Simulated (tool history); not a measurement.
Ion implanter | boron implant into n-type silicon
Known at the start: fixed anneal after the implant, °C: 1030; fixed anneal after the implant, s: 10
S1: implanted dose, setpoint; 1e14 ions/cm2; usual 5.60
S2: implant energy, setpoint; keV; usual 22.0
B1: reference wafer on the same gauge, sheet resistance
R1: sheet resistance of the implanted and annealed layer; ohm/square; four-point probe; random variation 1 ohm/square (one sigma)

run	hour	S1	S2	B1	R1
1	0.0	5.60	22.0	186.78	204.15
2	51.0	5.60	24.0	187.00	204.22
3	90.8	5.60	24.0	186.56	206.01
4	125.4	5.60	22.0	187.30	208.18
5	178.1	5.60	22.0	187.10	209.22
6	258.4	5.60	22.0	186.80	211.95
7	299.5	5.60	22.0	186.92	209.43
8	370.8	5.60	22.0	187.08	210.59
# hour 384.7: gauge calibrated
9	418.9	4.53	22.0	186.87	249.06
# hour 462.2: Faraday cup replaced and dose calibrated
10	480.7	4.53	22.0	186.80	242.07
11	515.4	4.53	22.0	187.20	244.14
12	570.8	5.60	17.0	186.87	206.63
# hour 587.3: extraction supply calibrated
13	619.7	5.60	24.0	186.79	200.38
14	662.2	6.71	22.0	187.03	175.26
15	711.4	4.50	24.0	186.65	242.70
16	743.1	5.60	22.0	186.81	202.26
17	780.2	5.60	22.0	187.22	204.71
18	894.6	4.56	24.5	186.93	237.38
19	925.1	7.11	26.5	187.12	164.55
20	983.5	5.60	27.0	186.74	201.18
21	1050.5	5.60	22.0	187.09	206.19
22	1102.6	4.58	22.0	187.18	243.12
# hour 1157.1: gauge calibrated
23	1160.1	5.60	24.0	187.27	203.27

Forecast each of these 5 alternatives for the next run:
A	1160.5	5.60	22.0	?	?
B	1160.5	6.44	15.0	?	?
C	1160.5	6.33	18.5	?	?
D	1160.5	4.19	27.0	?	?
E	1160.5	4.59	22.0	?	?

run	B1	R1
A	186.99	205.91
B	186.99	189.90
C	186.99	188.95
D	186.99	255.48
E	186.99	242.62
Without the tool's hidden state the same runs would have given:
run	R1
A	203.15
B	187.27
C	186.34
D	252.16
E	239.45

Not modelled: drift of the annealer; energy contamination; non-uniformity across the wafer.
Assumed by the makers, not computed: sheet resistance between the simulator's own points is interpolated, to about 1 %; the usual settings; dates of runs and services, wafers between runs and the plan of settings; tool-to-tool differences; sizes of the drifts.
